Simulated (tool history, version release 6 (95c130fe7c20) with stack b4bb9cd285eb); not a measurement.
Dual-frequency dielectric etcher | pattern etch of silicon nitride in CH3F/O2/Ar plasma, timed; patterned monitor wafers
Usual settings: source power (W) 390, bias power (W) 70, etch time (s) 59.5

run,hour,source power (W),bias power (W),etch time (s),"read-back reference wafer on the same gauge, depth_nm",mean etch depth across the wafer (nm)
1,0.0,390,79,59.5,42.09,39.72
2,59.6,390,79,59.5,42.09,39.61
3,108.7,390,70,59.5,42.08,37.97
4,203.0,390,70,59.5,42.11,37.67
5,293.1,390,70,59.5,42.09,37.83
6,351.1,430,70,59.5,42.10,39.39
7,448.4,430,70,59.5,42.11,39.51
8,608.4,430,70,59.5,42.09,38.79
9,666.9,390,62,59.5,42.10,36.30
10,767.6,350,70,59.5,42.09,35.99
11,867.1,390,70,59.5,42.15,37.79
12,978.6,390,70,59.5,42.15,38.05
13,1021.4,390,70,59.5,42.08,37.99
14,1091.4,390,70,59.5,42.13,37.39
15,1134.4,390,70,59.5,42.09,37.46
16,1242.4,290,75,59.5,42.10,34.15
17,1331.5,390,70,59.5,42.09,37.90
18,1416.6,390,70,74.5,42.11,47.44
19,1459.6,300,70,59.5,42.10,34.31
20,1572.3,340,70,46.0,42.14,27.34
21,1646.8,360,70,75.5,42.08,46.07
22,1708.8,390,70,59.5,42.12,37.66
23,1756.9,320,59,59.5,42.09,33.02
24,1935.5,390,70,59.5,42.09,37.73
25,2022.0,390,70,59.5,42.12,37.75
26,2099.2,390,70,65.0,42.09,40.59
27,2127.9,390,70,68.5,42.09,43.15
28,2231.7,310,62,43.5,42.09,24.05
29,2306.0,320,55,50.5,42.11,27.34

Not shown: 9 entries that the log had between the listed runs. Between which runs, and how does the tool's hidden state differ before and after?
Between runs 3 and 4: wet clean of the chamber (hour 152.5)
  etch rate over this chamber's usual, %: 1.99 -> 0.61
  measured less the result without the state, mean etch depth across the wafer (nm): +0.74 -> +0.23
Between runs 7 and 8: wet clean of the chamber (hour 607.9)
  etch rate over this chamber's usual, %: 1.6 -> 0.0439
  measured less the result without the state, mean etch depth across the wafer (nm): +0.62 -> +0.02
Between runs 13 and 14: wet clean of the chamber (hour 1084.2)
  etch rate over this chamber's usual, %: 1.71 -> 0.0969
  measured less the result without the state, mean etch depth across the wafer (nm): +0.64 -> +0.04
Between runs 14 and 15: bias power generator calibrated (hour 1131.3)
  etch rate over this chamber's usual, %: 0.0969 -> 0.27
  measured less the result without the state, mean etch depth across the wafer (nm): +0.04 -> +0.10
Between runs 16 and 17: gauge calibrated (hour 1289.9); source power generator calibrated (hour 1322.4)
  etch rate over this chamber's usual, %: 0.706 -> 1.07
  measured less the result without the state, mean etch depth across the wafer (nm): +0.24 -> +0.40
Between runs 19 and 20: wet clean of the chamber (hour 1571.8)
  etch rate over this chamber's usual, %: 1.58 -> -0.13
  measured less the result without the state, mean etch depth across the wafer (nm): +0.54 -> -0.03
Between runs 21 and 22: upper electrode replaced (hour 1708.3)
  etch rate over this chamber's usual, %: 0.171 -> 0.421
  measured less the result without the state, mean etch depth across the wafer (nm): +0.08 -> +0.15
Between runs 25 and 26: wet clean of the chamber (hour 2098.7)
  etch rate over this chamber's usual, %: 1.68 -> -0.299
  measured less the result without the state, mean etch depth across the wafer (nm): +0.62 -> -0.12

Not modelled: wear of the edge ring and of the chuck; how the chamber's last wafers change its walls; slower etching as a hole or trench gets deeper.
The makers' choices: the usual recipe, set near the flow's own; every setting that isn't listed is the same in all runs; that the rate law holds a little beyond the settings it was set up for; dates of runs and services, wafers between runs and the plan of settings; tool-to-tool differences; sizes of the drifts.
